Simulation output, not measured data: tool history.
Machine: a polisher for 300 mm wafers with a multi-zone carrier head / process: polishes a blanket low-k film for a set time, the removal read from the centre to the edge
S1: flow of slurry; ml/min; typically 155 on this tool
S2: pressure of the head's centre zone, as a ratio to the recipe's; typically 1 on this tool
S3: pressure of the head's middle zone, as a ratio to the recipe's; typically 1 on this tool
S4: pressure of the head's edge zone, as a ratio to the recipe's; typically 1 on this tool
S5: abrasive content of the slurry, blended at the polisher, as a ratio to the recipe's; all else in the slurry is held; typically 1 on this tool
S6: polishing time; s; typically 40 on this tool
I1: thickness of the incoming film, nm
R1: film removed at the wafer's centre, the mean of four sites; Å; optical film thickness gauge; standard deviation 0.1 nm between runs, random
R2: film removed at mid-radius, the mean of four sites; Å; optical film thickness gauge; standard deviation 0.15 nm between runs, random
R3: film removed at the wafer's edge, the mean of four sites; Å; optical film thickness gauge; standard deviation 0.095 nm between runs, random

run,hour,S1,S2,S3,S4,S5,S6,I1,R1,R2,R3
1,0,155,1,1,1.07,1,40,611,135,134,142
2,97.5,155,1,0.96,1,0.9,40,618.6,129,126,129
# hour 135.4: worn pad replaced by a new one
3,205.5,155,1,0.96,1,0.9,40,597.8,129,124,128
# hour 239.8: slurry nozzle cleaned
4,313.1,155,1,1,1,0.9,40,614.5,129,128,128
5,392.3,155,1,1,1,0.9,40,609.9,130,128,128
# hour 450.3: worn pad replaced by a new one
6,459.4,155,1,1,1,0.9,40,608.9,128,127,129
7,539.2,155,1,1.05,1,1,40,613.3,136,140,137
# hour 596.1: centre zone pressure recalibrated
8,610.5,155,1,1.05,1,1,40,605.8,136,142,136
# hour 638.6: edge zone pressure recalibrated
9,688.1,155,1.06,1,0.9,0.85,53,607,175,165,158
# hour 726.5: worn pad replaced by a new one
10,799.1,155,1.06,1,1,1,52,615.6,187,177,175
# hour 1006.5: worn pad replaced by a new one
# hour 1047.9: carrier head's membrane replaced by a new one
11,1101.7,155,1.04,0.91,1,1,40,622,139,126,135
# hour 1110.8: slurry nozzle cleaned
12,1183,155,1,1,1,1,40,611.8,137,136,136
13,1269.9,180,1,1,0.9,1,40,604.4,141,139,132

Run 14 comes next. What will it give?
14,1314,155,1.04,0.91,1,1,40,611.9,?,?,?

R1: 140 Å
R2: 127 Å
R3: 136 Å
On a tool with no hidden condition, and with the same random variation, this run would have come out at R1 140 Å, R2 127 Å, R3 136 Å.

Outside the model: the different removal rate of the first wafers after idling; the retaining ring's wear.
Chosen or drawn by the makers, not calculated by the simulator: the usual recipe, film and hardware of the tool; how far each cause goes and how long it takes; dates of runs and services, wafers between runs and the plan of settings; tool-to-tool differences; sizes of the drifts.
